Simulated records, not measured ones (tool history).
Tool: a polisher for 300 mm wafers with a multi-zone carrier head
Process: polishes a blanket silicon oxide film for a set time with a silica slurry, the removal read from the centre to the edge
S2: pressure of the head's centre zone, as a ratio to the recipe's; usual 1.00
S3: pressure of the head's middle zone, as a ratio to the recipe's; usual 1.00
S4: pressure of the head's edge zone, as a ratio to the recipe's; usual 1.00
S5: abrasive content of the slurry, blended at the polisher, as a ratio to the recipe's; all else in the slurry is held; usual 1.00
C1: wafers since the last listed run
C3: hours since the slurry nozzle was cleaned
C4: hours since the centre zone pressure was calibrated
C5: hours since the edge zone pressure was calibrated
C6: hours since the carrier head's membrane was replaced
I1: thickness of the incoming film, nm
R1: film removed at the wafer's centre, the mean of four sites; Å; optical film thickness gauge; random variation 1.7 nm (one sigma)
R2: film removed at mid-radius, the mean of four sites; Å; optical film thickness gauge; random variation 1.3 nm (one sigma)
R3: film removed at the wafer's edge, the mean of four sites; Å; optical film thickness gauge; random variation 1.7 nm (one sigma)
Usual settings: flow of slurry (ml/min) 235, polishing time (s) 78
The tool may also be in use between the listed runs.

{"run": 1, "day": 0.0, "flow of slurry (ml/min)": 180, "S2": 1.06, "S3": 1.04, "S4": 1.0, "S5": 1.0, "polishing time (s)": 78, "C1": 0, "wafers polished on this pad": 550, "C3": 29.2, "C4": 1093.4, "C5": 51.0, "C6": 192.9, "I1": 1892.3, "R1": 1797, "R2": 1698, "R3": 1645}
{"run": 2, "day": 0.762, "flow of slurry (ml/min)": 235, "S2": 1.0, "S3": 1.0, "S4": 1.0, "S5": 1.0, "polishing time (s)": 78, "C1": 165, "wafers polished on this pad": 716, "C3": 47.5, "C4": 1111.7, "C5": 69.3, "C6": 211.2, "I1": 1920.2, "R1": 1755, "R2": 1727, "R3": 1685}
{"run": 3, "day": 1.629, "flow of slurry (ml/min)": 270, "S2": 1.0, "S3": 1.0, "S4": 0.94, "S5": 1.3, "polishing time (s)": 54, "C1": 188, "wafers polished on this pad": 904, "C3": 68.3, "C4": 1132.5, "C5": 90.1, "C6": 232.0, "I1": 1927.0, "R1": 1382, "R2": 1337, "R3": 1284}
{"run": 4, "day": 2.179, "flow of slurry (ml/min)": 235, "S2": 0.93, "S3": 1.0, "S4": 1.0, "S5": 1.0, "polishing time (s)": 98, "C1": 119, "wafers polished on this pad": 1024, "C3": 81.5, "C4": 1145.7, "C5": 103.3, "C6": 245.2, "I1": 1912.4, "R1": 2039, "R2": 2145, "R3": 2143}
{"run": 5, "day": 2.833, "flow of slurry (ml/min)": 235, "S2": 1.0, "S3": 1.0, "S4": 1.11, "S5": 1.0, "polishing time (s)": 78, "C1": 142, "wafers polished on this pad": 1166, "C3": 97.2, "C4": 1161.4, "C5": 119.0, "C6": 260.9, "I1": 1903.5, "R1": 1747, "R2": 1701, "R3": 1796}
{"run": 6, "day": 4.129, "flow of slurry (ml/min)": 185, "S2": 1.0, "S3": 1.0, "S4": 1.0, "S5": 1.0, "polishing time (s)": 53, "C1": 281, "wafers polished on this pad": 1448, "C3": 128.3, "C4": 1192.5, "C5": 150.1, "C6": 292.0, "I1": 1904.0, "R1": 1151, "R2": 1131, "R3": 1121}
{"run": 7, "day": 4.846, "flow of slurry (ml/min)": 300, "S2": 1.0, "S3": 0.95, "S4": 1.0, "S5": 1.0, "polishing time (s)": 57, "C1": 155, "wafers polished on this pad": 1604, "C3": 145.5, "C4": 1209.7, "C5": 167.3, "C6": 309.2, "I1": 1955.6, "R1": 1316, "R2": 1225, "R3": 1273}
{"run": 8, "day": 6.242, "flow of slurry (ml/min)": 235, "S2": 1.0, "S3": 1.0, "S4": 1.0, "S5": 1.25, "polishing time (s)": 78, "C1": 303, "wafers polished on this pad": 1908, "C3": 179.0, "C4": 1243.2, "C5": 200.8, "C6": 342.7, "I1": 1907.1, "R1": 1902, "R2": 1873, "R3": 1851}
{"run": 9, "day": 7.058, "flow of slurry (ml/min)": 285, "S2": 1.0, "S3": 1.0, "S4": 0.94, "S5": 0.75, "polishing time (s)": 54, "C1": 177, "wafers polished on this pad": 2085, "C3": 198.6, "C4": 1262.8, "C5": 220.4, "C6": 362.3, "I1": 1915.6, "R1": 1074, "R2": 1047, "R3": 978}
{"day": 8.446, "done": "worn pad replaced by a new one"}
{"run": 10, "day": 11.079, "flow of slurry (ml/min)": 295, "S2": 1.0, "S3": 1.0, "S4": 1.0, "S5": 1.0, "polishing time (s)": 100, "C1": 838, "wafers polished on this pad": 573, "C3": 295.1, "C4": 1359.3, "C5": 316.9, "C6": 458.8, "I1": 1899.1, "R1": 2268, "R2": 2251, "R3": 2201}
{"run": 11, "day": 12.438, "flow of slurry (ml/min)": 235, "S2": 1.0, "S3": 1.0, "S4": 1.0, "S5": 1.0, "polishing time (s)": 89, "C1": 295, "wafers polished on this pad": 868, "C3": 327.7, "C4": 1391.9, "C5": 349.5, "C6": 491.4, "I1": 1889.9, "R1": 2022, "R2": 1940, "R3": 1946}
{"run": 12, "day": 12.958, "flow of slurry (ml/min)": 235, "S2": 1.0, "S3": 1.0, "S4": 1.0, "S5": 1.0, "polishing time (s)": 86, "C1": 113, "wafers polished on this pad": 982, "C3": 340.2, "C4": 1404.4, "C5": 362.0, "C6": 503.9, "I1": 1915.1, "R1": 1949, "R2": 1889, "R3": 1870}
{"run": 13, "day": 13.642, "flow of slurry (ml/min)": 195, "S2": 1.1, "S3": 1.0, "S4": 1.0, "S5": 1.0, "polishing time (s)": 95, "C1": 148, "wafers polished on this pad": 1130, "C3": 356.6, "C4": 1420.8, "C5": 378.4, "C6": 520.3, "I1": 1894.6, "R1": 2302, "R2": 2024, "R3": 2046}
{"run": 14, "day": 14.742, "flow of slurry (ml/min)": 200, "S2": 1.0, "S3": 1.0, "S4": 1.0, "S5": 1.0, "polishing time (s)": 78, "C1": 239, "wafers polished on this pad": 1370, "C3": 383.0, "C4": 1447.2, "C5": 404.8, "C6": 546.7, "I1": 1914.6, "R1": 1742, "R2": 1668, "R3": 1679}
{"day": 16.954, "done": "centre zone pressure recalibrated"}
{"run": 15, "day": 18.696, "flow of slurry (ml/min)": 235, "S2": 1.0, "S3": 0.94, "S4": 1.0, "S5": 1.15, "polishing time (s)": 78, "C1": 842, "wafers polished on this pad": 2212, "C3": 477.9, "C4": 41.8, "C5": 499.7, "C6": 641.6, "I1": 1944.3, "R1": 1843, "R2": 1727, "R3": 1776}
{"day": 19.638, "done": "edge zone pressure recalibrated"}
{"day": 19.846, "done": "worn pad replaced by a new one"}
{"run": 16, "day": 19.867, "flow of slurry (ml/min)": 235, "S2": 1.08, "S3": 1.0, "S4": 0.94, "S5": 1.15, "polishing time (s)": 78, "C1": 200, "wafers polished on this pad": 4, "C3": 506.0, "C4": 69.9, "C5": 5.5, "C6": 669.7, "I1": 1924.6, "R1": 2045, "R2": 1829, "R3": 1728}
{"run": 17, "day": 21.112, "flow of slurry (ml/min)": 235, "S2": 1.0, "S3": 1.0, "S4": 1.0, "S5": 1.0, "polishing time (s)": 52, "C1": 271, "wafers polished on this pad": 275, "C3": 535.9, "C4": 99.8, "C5": 35.4, "C6": 699.6, "I1": 1925.0, "R1": 1169, "R2": 1126, "R3": 1137}
{"run": 18, "day": 22.171, "flow of slurry (ml/min)": 235, "S2": 0.96, "S3": 0.94, "S4": 1.0, "S5": 1.0, "polishing time (s)": 78, "C1": 230, "wafers polished on this pad": 505, "C3": 561.3, "C4": 125.2, "C5": 60.8, "C6": 725.0, "I1": 1925.9, "R1": 1700, "R2": 1616, "R3": 1705}
{"run": 19, "day": 26.267, "flow of slurry (ml/min)": 235, "S2": 1.0, "S3": 1.0, "S4": 1.0, "S5": 1.0, "polishing time (s)": 78, "C1": 891, "wafers polished on this pad": 1396, "C3": 659.6, "C4": 223.5, "C5": 159.1, "C6": 823.3, "I1": 1904.2, "R1": 1741, "R2": 1697, "R3": 1708}
{"run": 20, "day": 27.733, "flow of slurry (ml/min)": 235, "S2": 1.11, "S3": 1.0, "S4": 1.11, "S5": 1.0, "polishing time (s)": 51, "C1": 319, "wafers polished on this pad": 1715, "C3": 694.8, "C4": 258.7, "C5": 194.3, "C6": 858.5, "I1": 1921.0, "R1": 1277, "R2": 1131, "R3": 1171}
{"day": 30.333, "done": "worn pad replaced by a new one"}
{"run": 21, "day": 31.329, "flow of slurry (ml/min)": 235, "S2": 1.0, "S3": 1.0, "S4": 1.0, "S5": 1.0, "polishing time (s)": 78, "C1": 746, "wafers polished on this pad": 216, "C3": 781.1, "C4": 345.0, "C5": 280.6, "C6": 944.8, "I1": 1900.0, "R1": 1738, "R2": 1699, "R3": 1678}

Forecast each of these 5 alternatives for the next run:
{"run": "A", "day": 31.346, "flow of slurry (ml/min)": 235, "S2": 1.0, "S3": 1.0, "S4": 0.93, "S5": 1.0, "polishing time (s)": 78, "C1": 3, "wafers polished on this pad": 220, "C3": 781.5, "C4": 345.4, "C5": 281.0, "C6": 945.2, "I1": 1895.5, "R1": "?", "R2": "?", "R3": "?"}
{"run": "B", "day": 31.346, "flow of slurry (ml/min)": 235, "S2": 1.0, "S3": 0.88, "S4": 1.06, "S5": 0.75, "polishing time (s)": 63, "C1": 3, "wafers polished on this pad": 220, "C3": 781.5, "C4": 345.4, "C5": 281.0, "C6": 945.2, "I1": 1895.5, "R1": "?", "R2": "?", "R3": "?"}
{"run": "C", "day": 31.346, "flow of slurry (ml/min)": 235, "S2": 0.93, "S3": 1.08, "S4": 1.0, "S5": 0.75, "polishing time (s)": 55, "C1": 3, "wafers polished on this pad": 220, "C3": 781.5, "C4": 345.4, "C5": 281.0, "C6": 945.2, "I1": 1895.5, "R1": "?", "R2": "?", "R3": "?"}
{"run": "D", "day": 31.346, "flow of slurry (ml/min)": 285, "S2": 1.0, "S3": 1.0, "S4": 1.0, "S5": 0.8, "polishing time (s)": 52, "C1": 3, "wafers polished on this pad": 220, "C3": 781.5, "C4": 345.4, "C5": 281.0, "C6": 945.2, "I1": 1895.5, "R1": "?", "R2": "?", "R3": "?"}
{"run": "E", "day": 31.346, "flow of slurry (ml/min)": 295, "S2": 1.0, "S3": 1.0, "S4": 1.0, "S5": 1.0, "polishing time (s)": 78, "C1": 3, "wafers polished on this pad": 220, "C3": 781.5, "C4": 345.4, "C5": 281.0, "C6": 945.2, "I1": 1895.5, "R1": "?", "R2": "?", "R3": "?"}

run=A R1=1746 R2=1715 R3=1602
run=B R1=1224 R2=1081 R3=1199
run=C R1=995 R2=1122 R3=1014
run=D R1=1068 R2=1047 R3=1007
run=E R1=1790 R2=1753 R3=1686
Without the tool's hidden state the same runs would have given:
run=A R1=1746 R2=1715 R3=1602
run=B R1=1224 R2=1081 R3=1199
run=C R1=995 R2=1122 R3=1014
run=D R1=1068 R2=1047 R3=1007
run=E R1=1790 R2=1753 R3=1686
